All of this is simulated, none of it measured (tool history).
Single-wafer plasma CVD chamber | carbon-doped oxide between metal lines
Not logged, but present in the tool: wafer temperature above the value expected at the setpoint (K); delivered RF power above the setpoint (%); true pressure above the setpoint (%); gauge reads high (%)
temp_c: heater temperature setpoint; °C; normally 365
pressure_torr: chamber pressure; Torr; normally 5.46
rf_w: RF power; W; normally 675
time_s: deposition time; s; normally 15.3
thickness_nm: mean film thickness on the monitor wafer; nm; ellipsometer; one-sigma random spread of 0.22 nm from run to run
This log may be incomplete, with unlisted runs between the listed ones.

| run | day | temp_c | pressure_torr | rf_w | time_s | wafers since the last listed run | hours since the last thermocouple change | hours since the last RF generator calibration | hours since the last manometer calibration | hours since the showerhead was replaced | hours since the gauge calibration | read-back reference wafer on the same gauge, thickness_nm | thickness_nm |
|---|---|---|---|---|---|---|---|---|---|---|---|---|---|
| 1 | 0 | 365 | 5.46 | 675 | 15.3 | 0 | 1122 | 774.3 | 962.5 | 5805.3 | 292.6 | 101.421 | 87.245 |
| 2 | 2.438 | 365 | 5.46 | 675 | 15.3 | 3140 | 1180.5 | 832.8 | 1021 | 5863.8 | 351.1 | 101.43 | 87.508 |
| 3 | 4.883 | 365 | 5.46 | 675 | 15.3 | 3150 | 1239.2 | 891.5 | 1079.7 | 5922.5 | 409.8 | 101.47 | 87.296 |
| 4 | 6.767 | 365 | 5.46 | 675 | 15.3 | 2426 | 1284.4 | 936.7 | 1124.9 | 5967.7 | 455 | 101.408 | 87.168 |
| 5 | 8.767 | 365 | 5.46 | 675 | 14.1 | 2576 | 1332.4 | 984.7 | 1172.9 | 6015.7 | 503 | 101.425 | 80.413 |
| 6 | 11.046 | 365 | 5.46 | 675 | 14.1 | 2936 | 1387.1 | 1039.4 | 1227.6 | 6070.4 | 557.7 | 101.338 | 80.512 |
| 7 | 14.329 | 365 | 5.46 | 675 | 15.3 | 4229 | 1465.9 | 1118.2 | 1306.4 | 6149.2 | 636.5 | 101.429 | 87.076 |
| 8 | 17.958 | 365 | 5.46 | 675 | 15.3 | 4675 | 1553 | 1205.3 | 1393.5 | 6236.3 | 723.6 | 101.422 | 87.083 |
| 9 | 21.704 | 365 | 4.59 | 675 | 15.3 | 4825 | 1642.9 | 1295.2 | 1483.4 | 6326.2 | 813.5 | 101.471 | 85.163 |
| 10 | 24.596 | 365 | 4.59 | 675 | 15.3 | 3725 | 1712.3 | 1364.6 | 1552.8 | 6395.6 | 882.9 | 101.345 | 85.425 |
| 11 | 28.371 | 365 | 4.59 | 675 | 15.3 | 4863 | 1802.9 | 1455.2 | 1643.4 | 6486.2 | 973.5 | 101.346 | 85.188 |
|  | 29.633 | gauge calibrated |
|  | 30.854 | RF generator calibrated |
| 12 | 32.842 | 365 | 5.46 | 675 | 15.3 | 5330 | 1910.2 | 47.7 | 1750.7 | 6593.5 | 77 | 101.552 | 87.876 |
|  | 37.45 | thermocouple changed; heater temperature recalibrated |
| 13 | 37.471 | 365 | 5.46 | 675 | 15.3 | 5534 | 0.5 | 158.8 | 1861.8 | 6704.6 | 188.1 | 101.413 | 88.568 |
| 14 | 40.567 | 358 | 4.28 | 740 | 16.2 | 3988 | 74.8 | 233.1 | 1936.1 | 6778.9 | 262.4 | 101.422 | 99.751 |
| 15 | 43.721 | 365 | 4.76 | 575 | 15.3 | 4063 | 150.5 | 308.8 | 2011.8 | 6854.6 | 338.1 | 101.458 | 77.32 |
|  | 46 | capacitance manometer re-zeroed and calibrated |
| 16 | 46.075 | 365 | 5.46 | 590 | 15.3 | 2603 | 207 | 365.3 | 1.8 | 6911.1 | 394.6 | 101.423 | 79.939 |
|  | 48.504 | showerhead replaced |
| 17 | 49.604 | 365 | 4.76 | 575 | 15.3 | 4117 | 291.7 | 450 | 86.5 | 26.4 | 479.3 | 101.381 | 77.381 |
| 18 | 52.821 | 365 | 5.46 | 675 | 14.1 | 4144 | 368.9 | 527.2 | 163.7 | 103.6 | 556.5 | 101.437 | 81.005 |
| 19 | 54.338 | 358 | 4.73 | 620 | 17.4 | 1953 | 405.3 | 563.6 | 200.1 | 140 | 592.9 | 101.444 | 94.332 |
| 20 | 56.392 | 365 | 5.46 | 675 | 15.3 | 2646 | 454.6 | 612.9 | 249.4 | 189.3 | 642.2 | 101.338 | 87.835 |
| 21 | 60.617 | 360 | 5.46 | 675 | 13 | 5443 | 556 | 714.3 | 350.8 | 290.7 | 743.6 | 101.285 | 75.489 |
| 22 | 63.212 | 365 | 5.46 | 675 | 14.1 | 3344 | 618.3 | 776.6 | 413.1 | 353 | 805.9 | 101.354 | 80.463 |
| 23 | 65.817 | 372 | 5.46 | 640 | 15.3 | 3354 | 680.8 | 839.1 | 475.6 | 415.5 | 868.4 | 101.412 | 82.947 |
| 24 | 69.488 | 365 | 5.46 | 675 | 13.4 | 4729 | 768.9 | 927.2 | 563.7 | 503.6 | 956.5 | 101.367 | 76.698 |

Run-by-run hidden state of the tool:
true pressure above the setpoint (%): 0, the same for each run
gauge reads high (%): 0, the same for each run
H1: wafer temperature above the value expected at the setpoint (K)
H2: delivered RF power above the setpoint (%)
| run | H1 | H2 |
|---|---|---|
| 1 | 1.27 | -3.07 |
| 2 | 1.44 | -3.15 |
| 3 | 1.61 | -3.21 |
| 4 | 1.75 | -3.26 |
| 5 | 1.91 | -3.31 |
| 6 | 2.1 | -3.35 |
| 7 | 2.38 | -3.41 |
| 8 | 2.7 | -3.46 |
| 9 | 3.06 | -3.5 |
| 10 | 3.35 | -3.53 |
| 11 | 3.74 | -3.56 |
| 12 | 4.24 | -1.2 |
| 13 | -0.812 | -1.9 |
| 14 | -0.805 | -2.28 |
| 15 | -0.784 | -2.6 |
| 16 | -0.759 | -2.82 |
| 17 | -0.707 | -3.09 |
| 18 | -0.643 | -3.29 |
| 19 | -0.608 | -3.38 |
| 20 | -0.556 | -3.48 |
| 21 | -0.428 | -3.67 |
| 22 | -0.337 | -3.76 |
| 23 | -0.237 | -3.84 |
| 24 | -0.0779 | -3.94 |
